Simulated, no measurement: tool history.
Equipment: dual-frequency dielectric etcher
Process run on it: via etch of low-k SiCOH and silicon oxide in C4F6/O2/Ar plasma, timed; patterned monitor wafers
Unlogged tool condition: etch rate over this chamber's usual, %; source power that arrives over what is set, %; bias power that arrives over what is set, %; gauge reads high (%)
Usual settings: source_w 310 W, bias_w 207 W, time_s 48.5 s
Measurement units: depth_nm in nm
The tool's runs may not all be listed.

| run | hour | source_w | bias_w | time_s | wafers since the last listed run | hours since the last wet clean | hours since the last source power generator calibration | hours since the last bias power generator calibration | hours since the last upper electrode change | hours since the gauge calibration | read-back reference wafer on the same gauge, depth_nm | depth_nm |
|---|---|---|---|---|---|---|---|---|---|---|---|---|
| 1 | 0 | 310 | 207 | 55.5 | 0 | 126.9 | 3719.7 | 3606.6 | 5042 | 261.5 | 113 | 134.5 |
| 2 | 47 | 310 | 207 | 55.5 | 530 | 173.9 | 3766.7 | 3653.6 | 5089 | 308.5 | 112.9 | 135.1 |
| 3 | 165.4 | 310 | 207 | 56.5 | 1335 | 292.3 | 3885.1 | 3772 | 5207.4 | 426.9 | 113 | 138.2 |
| 4 | 205.9 | 310 | 207 | 48.5 | 456 | 332.8 | 3925.6 | 3812.5 | 5247.9 | 467.4 | 113 | 118.4 |
| 5 | 245.8 | 310 | 207 | 48.5 | 450 | 372.7 | 3965.5 | 3852.4 | 5287.8 | 507.3 | 113 | 119.1 |
| 6 | 297.5 | 310 | 207 | 48.5 | 583 | 424.4 | 4017.2 | 3904.1 | 5339.5 | 559 | 113 | 119.2 |
|  | 316.1 | gauge calibrated |
|  | 339.3 | wet clean of the chamber |
| 7 | 353.4 | 310 | 207 | 48.5 | 359 | 14.1 | 4073.1 | 3960 | 5395.4 | 37.3 | 113 | 120.2 |
| 8 | 381.7 | 310 | 207 | 48.5 | 319 | 42.4 | 4101.4 | 3988.3 | 5423.7 | 65.6 | 113 | 120.2 |
| 9 | 430 | 310 | 207 | 48.5 | 544 | 90.7 | 4149.7 | 4036.6 | 5472 | 113.9 | 113 | 121 |
| 10 | 495.5 | 310 | 207 | 48.5 | 738 | 156.2 | 4215.2 | 4102.1 | 5537.5 | 179.4 | 113 | 121.3 |
|  | 549.3 | wet clean of the chamber, repeated, since the last time left the tool worse |
| 11 | 549.8 | 330 | 207 | 38 | 341 | 0.5 | 4269.5 | 4156.4 | 5591.8 | 233.7 | 113.1 | 96.1 |
| 12 | 562.5 | 310 | 207 | 48.5 | 143 | 13.2 | 4282.2 | 4169.1 | 5604.5 | 246.4 | 113 | 117.6 |
|  | 607.4 | upper electrode replaced |
| 13 | 607.9 | 370 | 258 | 62 | 241 | 58.6 | 4327.6 | 4214.5 | 0.5 | 291.8 | 113 | 177.3 |
|  | 612.3 | source power generator calibrated |
| 14 | 659.3 | 240 | 169 | 36 | 534 | 110 | 47 | 4265.9 | 51.9 | 343.2 | 113 | 70.2 |
|  | 669.2 | bias power generator calibrated |
| 15 | 726.4 | 240 | 172 | 53.5 | 711 | 177.1 | 114.1 | 57.2 | 119 | 410.3 | 113 | 105.2 |
| 16 | 756.8 | 370 | 207 | 59.5 | 342 | 207.5 | 144.5 | 87.6 | 149.4 | 440.7 | 113.1 | 161.2 |
| 17 | 823 | 310 | 207 | 48.5 | 746 | 273.7 | 210.7 | 153.8 | 215.6 | 506.9 | 113.1 | 118.4 |
| 18 | 877.5 | 230 | 207 | 63 | 614 | 328.2 | 265.2 | 208.3 | 270.1 | 561.4 | 113 | 125.5 |
| 19 | 940 | 240 | 207 | 58.5 | 704 | 390.7 | 327.7 | 270.8 | 332.6 | 623.9 | 113 | 121.4 |

5 options for the next run, each taken on its own from the tool as it stands now. Forecast them:
| A | 940.4 | 310 | 207 | 48.5 | 4 | 391.1 | 328.1 | 271.2 | 333 | 624.3 | ? | ? |
| B | 940.4 | 240 | 207 | 44.5 | 4 | 391.1 | 328.1 | 271.2 | 333 | 624.3 | ? | ? |
| C | 940.4 | 230 | 175 | 48.5 | 4 | 391.1 | 328.1 | 271.2 | 333 | 624.3 | ? | ? |
| D | 940.4 | 310 | 169 | 48.5 | 4 | 391.1 | 328.1 | 271.2 | 333 | 624.3 | ? | ? |
| E | 940.4 | 340 | 175 | 59.5 | 4 | 391.1 | 328.1 | 271.2 | 333 | 624.3 | ? | ? |

| run | read-back reference wafer on the same gauge, depth_nm | depth_nm |
|---|---|---|
| A | 113 | 119.8 |
| B | 113 | 92.6 |
| C | 113 | 93.7 |
| D | 113 | 114 |
| E | 113 | 149.1 |
The same runs, with their run-to-run variation unchanged, on a tool lacking any hidden condition would have given:
| run | depth_nm |
|---|---|
| A | 117.5 |
| B | 90.8 |
| C | 91.9 |
| D | 111.9 |
| E | 146.3 |

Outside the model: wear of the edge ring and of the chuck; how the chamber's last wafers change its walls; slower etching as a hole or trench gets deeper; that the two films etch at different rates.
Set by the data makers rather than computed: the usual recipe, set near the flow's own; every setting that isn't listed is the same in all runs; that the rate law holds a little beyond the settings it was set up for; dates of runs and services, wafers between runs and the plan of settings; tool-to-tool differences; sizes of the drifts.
